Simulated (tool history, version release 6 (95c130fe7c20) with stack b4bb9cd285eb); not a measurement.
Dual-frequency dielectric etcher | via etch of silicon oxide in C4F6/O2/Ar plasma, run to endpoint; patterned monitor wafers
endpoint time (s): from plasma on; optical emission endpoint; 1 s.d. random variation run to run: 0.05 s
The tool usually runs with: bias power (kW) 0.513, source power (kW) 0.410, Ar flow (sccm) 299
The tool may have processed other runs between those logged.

run	hour	bias power (kW)	source power (kW)	Ar flow (sccm)	wafers since the last listed run	hours since the last wet clean	hours since the last bias power generator calibration	hours since the last source power generator calibration	hours since the last Ar flow controller change	hours since the last upper electrode change	incoming incoming film thickness, nm	endpoint time (s)
1	0.0	0.513	0.350	299	0	262.0	1914.7	4935.0	3526.7	4898.4	68.6	17.3
2	32.8	0.513	0.410	299	639	294.8	1947.5	4967.8	3559.5	4931.2	69.6	16.5
3	47.1	0.513	0.410	299	278	309.1	1961.8	4982.1	3573.8	4945.5	68.1	16.2
4	146.0	0.513	0.410	299	1928	408.0	2060.7	5081.0	3672.7	5044.4	69.2	16.3
5	174.6	0.513	0.410	299	557	436.6	2089.3	5109.6	3701.3	5073.0	68.3	16.1
# hour 199.7: Ar flow controller replaced
6	200.2	0.513	0.410	299	382	462.2	2114.9	5135.2	0.5	5098.6	68.4	16.1
7	221.4	0.513	0.410	299	413	483.4	2136.1	5156.4	21.7	5119.8	68.6	16.2
8	236.0	0.513	0.410	299	284	498.0	2150.7	5171.0	36.3	5134.4	68.2	16.0
# hour 269.4: bias power generator calibrated
9	269.9	0.513	0.410	299	582	531.9	0.5	5204.9	70.2	5168.3	67.8	16.0
10	300.8	0.513	0.410	299	602	562.8	31.4	5235.8	101.1	5199.2	68.2	16.0
# hour 327.8: upper electrode replaced
11	328.3	0.513	0.410	267	68	590.3	58.9	5263.3	128.6	0.5	68.1	15.6
12	347.6	0.573	0.450	230	376	609.6	78.2	5282.6	147.9	19.8	68.8	14.2
# hour 370.6: source power generator calibrated
# hour 425.2: wet clean of the chamber
13	425.7	0.578	0.340	299	976	0.5	156.3	55.1	226.0	97.9	68.6	16.8
14	445.3	0.625	0.460	270	382	20.1	175.9	74.7	245.6	117.5	68.9	14.5
15	464.1	0.625	0.350	239	366	38.9	194.7	93.5	264.4	136.3	68.5	15.3
16	490.0	0.513	0.410	299	505	64.8	220.6	119.4	290.3	162.2	68.7	16.4
17	504.4	0.513	0.410	299	280	79.2	235.0	133.8	304.7	176.6	69.1	16.6
18	517.0	0.594	0.460	359	245	91.8	247.6	146.4	317.3	189.2	67.9	15.2
19	531.5	0.513	0.350	299	282	106.3	262.1	160.9	331.8	203.7	69.1	17.3
20	548.3	0.513	0.510	355	327	123.1	278.9	177.7	348.6	220.5	69.5	15.9
21	578.8	0.460	0.330	363	594	153.6	309.4	208.2	379.1	251.0	68.4	18.8

Run-by-run hidden state of the tool:
bias power that arrives over what is set, %: 0 in every run
source power that arrives over what is set, %: 0 in every run
Ar flow that arrives over what is set, %: 0 in every run
H1: etch rate over this chamber's usual, %
run	H1
1	1.17
2	1.33
3	1.4
4	1.9
5	2.04
6	2.17
7	2.28
8	2.35
9	2.52
10	2.68
11	2.81
12	2.91
13	0.315
14	0.413
15	0.508
16	0.638
17	0.71
18	0.773
19	0.846
20	0.93
21	1.08
